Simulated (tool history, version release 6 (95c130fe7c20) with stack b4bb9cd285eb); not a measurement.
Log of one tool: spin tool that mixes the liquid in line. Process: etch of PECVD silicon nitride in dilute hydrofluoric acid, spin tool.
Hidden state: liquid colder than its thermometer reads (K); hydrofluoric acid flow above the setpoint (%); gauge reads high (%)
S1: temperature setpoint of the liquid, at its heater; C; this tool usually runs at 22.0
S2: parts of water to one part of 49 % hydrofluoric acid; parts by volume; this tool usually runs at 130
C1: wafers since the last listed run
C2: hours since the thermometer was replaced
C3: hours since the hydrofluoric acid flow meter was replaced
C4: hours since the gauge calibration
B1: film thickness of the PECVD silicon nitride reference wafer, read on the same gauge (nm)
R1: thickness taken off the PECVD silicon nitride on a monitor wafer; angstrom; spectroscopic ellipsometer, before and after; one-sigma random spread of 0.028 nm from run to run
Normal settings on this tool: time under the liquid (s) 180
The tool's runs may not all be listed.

Run 1, day 0.000: usual settings; C1 0; C2 617.0; C3 537.7; C4 1253.4; B1 129.980. Result: R1 31.17 angstrom.
Run 2, day 1.867: usual settings; C1 332; C2 661.8; C3 582.5; C4 1298.2; B1 129.995. Result: R1 30.87 angstrom.
Run 3, day 4.850: usual settings but S2 165 parts by volume; C1 530; C2 733.4; C3 654.1; C4 1369.8; B1 129.946. Result: R1 24.77 angstrom.
Run 4, day 8.679: usual settings but S2 165 parts by volume; C1 681; C2 825.3; C3 746.0; C4 1461.7; B1 130.031. Result: R1 24.43 angstrom.
Run 5, day 12.104: usual settings but S2 165 parts by volume; C1 609; C2 907.5; C3 828.2; C4 1543.9; B1 129.984. Result: R1 24.78 angstrom.
Run 6, day 13.692: usual settings but time under the liquid (s) 125; C1 282; C2 945.6; C3 866.3; C4 1582.0; B1 129.982. Result: R1 22.18 angstrom.
Run 7, day 16.633: usual settings but time under the liquid (s) 125; C1 523; C2 1016.2; C3 936.9; C4 1652.6; B1 130.003. Result: R1 22.17 angstrom.
Run 8, day 20.079: usual settings but time under the liquid (s) 125; C1 613; C2 1098.9; C3 1019.6; C4 1735.3; B1 130.015. Result: R1 21.96 angstrom.
Run 9, day 22.392: usual settings but S2 95 parts by volume; C1 411; C2 1154.4; C3 1075.1; C4 1790.8; B1 130.038. Result: R1 43.27 angstrom.
Run 10, day 24.338: usual settings; C1 346; C2 1201.1; C3 1121.8; C4 1837.5; B1 130.031. Result: R1 31.66 angstrom.
Run 11, day 26.579: usual settings; C1 398; C2 1254.9; C3 1175.6; C4 1891.3; B1 130.012. Result: R1 31.89 angstrom.
Run 12, day 28.858: usual settings; C1 405; C2 1309.6; C3 1230.3; C4 1946.0; B1 129.973. Result: R1 31.99 angstrom.
Run 13, day 30.625: usual settings but S1 26.0 C; C1 314; C2 1352.0; C3 1272.7; C4 1988.4; B1 130.000. Result: R1 40.72 angstrom.
Run 14, day 34.854: usual settings but S1 18.5 C; C1 752; C2 1453.5; C3 1374.2; C4 2089.9; B1 129.955. Result: R1 25.48 angstrom.
Run 15, day 38.871: usual settings but S1 26.5 C, S2 85 parts by volume, time under the liquid (s) 275; C1 714; C2 1549.9; C3 1470.6; C4 2186.3; B1 130.014. Result: R1 99.51 angstrom.
Run 16, day 42.804: usual settings but S1 24.0 C, time under the liquid (s) 225; C1 700; C2 1644.3; C3 1565.0; C4 2280.7; B1 129.990. Result: R1 46.17 angstrom.
At day 42.925: thermometer replaced.
At day 44.562: gauge calibrated.
Run 17, day 47.117: usual settings but S2 90 parts by volume, time under the liquid (s) 80; C1 760; C2 100.6; C3 1668.5; C4 61.3; B1 129.935. Result: R1 20.74 angstrom.

Forecast run 18:
Run 18, day 51.125: usual settings but S1 24.0 C, S2 180 parts by volume, time under the liquid (s) 105; C1 713; C2 196.8; C3 1764.7; C4 157.5; B1 ?. Result: R1 ?.

{"run 18": {"B1": 129.99, "R1": 15.64}}
Without the tool's hidden state the same run would have given R1 14.46 angstrom.
